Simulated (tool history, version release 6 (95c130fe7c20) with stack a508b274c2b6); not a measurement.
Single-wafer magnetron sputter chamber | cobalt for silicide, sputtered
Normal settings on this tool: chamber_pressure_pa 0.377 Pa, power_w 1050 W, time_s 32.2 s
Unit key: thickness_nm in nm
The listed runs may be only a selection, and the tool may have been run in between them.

run   hour  chamber_pressure_pa  power_w  time_s  read-back reference wafer on the same gauge, thickness_nm  thickness_nm
  1      0                0.334     1050    35.3                                                     17.802        18.551
       9.6  -- sputter target and shields replaced
  2   14.1                0.377     1050    32.2                                                     17.794        17.213
  3     32                0.377     1050    32.2                                                     17.792        17.215
  4   47.7                0.377     1050    32.2                                                     17.788        17.241
  5   63.8                0.377     1050    32.2                                                       17.8        17.156
  6   72.6                0.377     1050    32.2                                                     17.802        17.191
  7     85                0.377     1050    32.2                                                     17.802        17.123
  8   98.3                0.377     1050    32.2                                                     17.805        17.123
  9  113.1                0.377     1200    32.2                                                     17.798        19.274
 10  126.3                0.377     1200    32.2                                                       17.8        19.213
 11  139.9                0.377     1050    32.2                                                     17.802        17.073
 12  157.3                0.377     1050    32.2                                                      17.79         17.02
 13  170.4                0.377     1050    29.8                                                     17.803        15.715
 14  216.8                0.472     1050    32.2                                                      17.79        16.381
     224.1  -- gauge calibrated
 15  232.7                0.377     1050    32.2                                                     17.802        16.709
       253  -- capacitance manometer re-zeroed and calibrated
 16  253.5                0.513     1050    32.2                                                     17.817        16.152
     264.2  -- sputter target and shields replaced
 17  264.7                0.328     1200    32.2                                                     17.805        19.649
     281.6  -- magnet pack replaced
 18  282.1                0.329      850    34.5                                                     17.801        15.559
 19  282.4                0.377     1050    32.2                                                      17.82        17.154
 20  296.5                0.513     1050    32.2                                                     17.766        16.667
 21  313.5                0.242     1150    37.3                                                     17.792        22.441
 22    327                0.377     1200    32.2                                                     17.798        19.274
 23  335.3                0.422     1200    27.7                                                     17.812        16.385
 24  345.7                0.229     1050    32.2                                                     17.786        17.825
 25  357.8                0.377     1050    32.2                                                     17.775        17.166
 26  374.2                0.512     1050    32.2                                                       17.8        16.551
 27  389.6                0.377     1050    29.8                                                     17.797        15.727
 28  403.8                0.227     1250    32.2                                                     17.811         20.55
 29  421.5                 0.46     1050    27.1                                                     17.802        13.992

Pick out some run-to-run changes in thickness_nm. Of each, how much would a tool without hidden state show as well, from the settings, what came in and chance, and how much is left for the hidden state and any gauge scatter not in both results compared?
Hidden state present: deposition rate above that of a new target (%); true argon pressure above the setpoint (%); gauge reads high (%).
Run 1 -> 2: chamber_pressure_pa 0.334 -> 0.377, time_s 35.3 -> 32.2, sputter target and shields replaced. thickness_nm -1.338 nm: hidden state +0.574, all else -1.912.
Run 16 -> 17: chamber_pressure_pa 0.513 -> 0.328, power_w 1050 -> 1200, sputter target and shields replaced. thickness_nm +3.497 nm: hidden state +0.569, all else +2.928.
Run 20 -> 21: chamber_pressure_pa 0.513 -> 0.242, power_w 1050 -> 1150, time_s 32.2 -> 37.3. thickness_nm +5.774 nm: hidden state -0.025, all else +5.799.
Run 28 -> 29: chamber_pressure_pa 0.227 -> 0.46, power_w 1250 -> 1050, time_s 32.2 -> 27.1. thickness_nm -6.558 nm: hidden state +0.034, all else -6.592.

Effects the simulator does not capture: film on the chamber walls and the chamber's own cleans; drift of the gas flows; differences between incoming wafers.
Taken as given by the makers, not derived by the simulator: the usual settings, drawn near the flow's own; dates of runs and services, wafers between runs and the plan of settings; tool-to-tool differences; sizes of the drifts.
